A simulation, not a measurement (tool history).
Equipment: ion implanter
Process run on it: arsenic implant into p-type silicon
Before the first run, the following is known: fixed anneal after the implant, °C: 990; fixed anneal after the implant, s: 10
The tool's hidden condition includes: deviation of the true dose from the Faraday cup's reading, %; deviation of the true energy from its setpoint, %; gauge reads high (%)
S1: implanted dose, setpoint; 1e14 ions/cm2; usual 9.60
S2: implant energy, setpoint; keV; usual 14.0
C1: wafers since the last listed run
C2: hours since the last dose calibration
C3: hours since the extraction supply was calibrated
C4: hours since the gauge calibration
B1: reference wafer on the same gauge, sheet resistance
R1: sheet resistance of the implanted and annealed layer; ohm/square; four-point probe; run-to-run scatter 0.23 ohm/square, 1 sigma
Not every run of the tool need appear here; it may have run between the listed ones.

run   hour     S1    S2   C1     C2      C3     C4      B1      R1
  1    0.0   9.60  14.0    0  595.7  2012.0  145.7  154.98  152.99
  2   14.7   9.60  14.0  219  610.4  2026.7  160.4  155.04  153.27
  3   39.8   9.60  14.0  374  635.5  2051.8  185.5  155.01  153.20
  4   73.1   9.60  14.0  496  668.8  2085.1  218.8  154.93  152.79
  5   88.8   9.60  14.0  234  684.5  2100.8  234.5  155.05  152.94
  6  103.3   9.60  14.0  216  699.0  2115.3  249.0  155.03  153.05
  7  116.7   9.60  14.0  199  712.4  2128.7  262.4  155.02  152.82
  8  147.3   9.60  14.0  456  743.0  2159.3  293.0  155.03  153.75
  9  171.5   9.60  14.0  360  767.2  2183.5  317.2  155.02  153.57
     194.7  -- gauge calibrated
     202.4  -- Faraday cup replaced and dose calibrated
     209.9  -- extraction supply calibrated
 10  210.4   7.18  18.5  348    8.0     0.5   15.7  154.93  163.08
 11  213.0   9.60  16.5   38   10.6     3.1   18.3  155.10  147.37
 12  240.3  12.11  12.5  407   37.9    30.4   45.6  155.08  150.30
 13  259.0   9.60  14.0  278   56.6    49.1   64.3  154.91  154.83
 14  288.1  12.21  18.0  434   85.7    78.2   93.4  155.03  132.02
 15  309.9   9.60  14.0  325  107.5   100.0  115.2  155.02  154.30
 16  343.0  11.64   9.5  493  140.6   133.1  148.3  154.99  163.71
 17  360.8  10.83  11.0  265  158.4   150.9  166.1  154.98  159.29
 18  387.9   8.57  16.5  404  185.5   178.0  193.2  155.01  153.41
 19  404.8  10.42  10.5  252  202.4   194.9  210.1  154.97  162.85

3 options for the next run, each taken on its own from the tool as it stands now. Forecast them:
  A  405.2   9.60  17.0   5  202.8  195.3  210.5   ?   ?
  B  405.2   9.60  12.5   5  202.8  195.3  210.5   ?   ?
  C  405.2  11.83  18.5   5  202.8  195.3  210.5   ?   ?

run      B1      R1
  A  155.00  145.11
  B  155.00  158.80
  C  155.00  131.58
The same runs, with their run-to-run variation unchanged, on a tool lacking any hidden condition would have given:
run      R1
  A  146.62
  B  160.10
  C  132.68

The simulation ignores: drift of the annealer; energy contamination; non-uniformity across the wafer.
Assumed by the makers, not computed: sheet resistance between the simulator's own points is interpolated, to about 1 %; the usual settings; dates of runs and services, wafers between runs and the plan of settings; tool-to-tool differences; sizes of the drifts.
